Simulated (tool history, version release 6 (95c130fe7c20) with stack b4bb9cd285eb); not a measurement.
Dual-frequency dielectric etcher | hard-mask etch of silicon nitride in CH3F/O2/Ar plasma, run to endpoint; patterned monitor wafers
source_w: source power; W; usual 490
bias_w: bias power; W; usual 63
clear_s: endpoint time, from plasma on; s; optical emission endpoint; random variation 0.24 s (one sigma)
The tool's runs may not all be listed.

run	hour	source_w	bias_w	wafers since the last listed run	hours since the last wet clean	hours since the last source power generator calibration	hours since the last bias power generator calibration	hours since the last upper electrode change	incoming incoming film thickness, nm	clear_s
1	0.0	490	63	0	560.0	4813.3	3329.8	3609.7	47.31	71.6
2	13.8	490	63	231	573.8	4827.1	3343.6	3623.5	47.53	71.5
3	24.5	490	63	179	584.5	4837.8	3354.3	3634.2	47.10	71.2
4	38.8	490	63	239	598.8	4852.1	3368.6	3648.5	47.37	71.3
# hour 65.6: wet clean of the chamber
5	66.1	490	63	55	0.5	4879.4	3395.9	3675.8	46.94	73.8
# hour 75.8: bias power generator calibrated
6	76.3	490	63	103	10.7	4889.6	0.5	3686.0	47.54	74.6
7	81.9	490	63	93	16.3	4895.2	6.1	3691.6	47.19	74.0
8	92.7	490	63	180	27.1	4906.0	16.9	3702.4	47.68	74.8
9	110.1	490	63	291	44.5	4923.4	34.3	3719.8	47.95	75.2
10	122.8	490	63	212	57.2	4936.1	47.0	3732.5	46.86	73.3
11	135.9	490	63	219	70.3	4949.2	60.1	3745.6	47.34	73.8
12	144.4	490	63	142	78.8	4957.7	68.6	3754.1	47.57	74.3
13	156.2	490	63	197	90.6	4969.5	80.4	3765.9	46.78	73.2
# hour 165.7: source power generator calibrated
14	171.8	490	63	194	106.2	6.1	96.0	3781.5	47.68	74.3
15	180.4	520	55	144	114.8	14.7	104.6	3790.1	47.40	76.6
16	193.9	490	63	226	128.3	28.2	118.1	3803.6	47.35	73.5
17	202.8	490	63	149	137.2	37.1	127.0	3812.5	46.92	73.4
18	217.6	590	69	247	152.0	51.9	141.8	3827.3	47.31	66.2
19	225.0	490	73	123	159.4	59.3	149.2	3834.7	47.55	69.0
20	238.0	490	63	217	172.4	72.3	162.2	3847.7	47.27	73.5
21	244.9	410	53	115	179.3	79.2	169.1	3854.6	47.54	83.8
22	262.6	420	73	296	197.0	96.9	186.8	3872.3	47.18	72.2
23	279.9	490	78	289	214.3	114.2	204.1	3889.6	47.23	67.0
# hour 310.0: upper electrode replaced
24	310.5	490	63	110	244.9	144.8	234.7	0.5	47.57	73.5
25	310.8	520	55	5	245.2	145.1	235.0	0.8	47.04	74.9
26	323.4	490	63	211	257.8	157.7	247.6	13.4	47.20	73.1
27	330.4	430	72	117	264.8	164.7	254.6	20.4	46.84	71.8

The next listed run, before its measurement:
28	346.1	580	67	263	280.5	180.4	270.3	36.1	47.22	?

Run 28 gave clear_s 66.8 s.
Without the tool's hidden state the same run would have given clear_s 67.8 s.

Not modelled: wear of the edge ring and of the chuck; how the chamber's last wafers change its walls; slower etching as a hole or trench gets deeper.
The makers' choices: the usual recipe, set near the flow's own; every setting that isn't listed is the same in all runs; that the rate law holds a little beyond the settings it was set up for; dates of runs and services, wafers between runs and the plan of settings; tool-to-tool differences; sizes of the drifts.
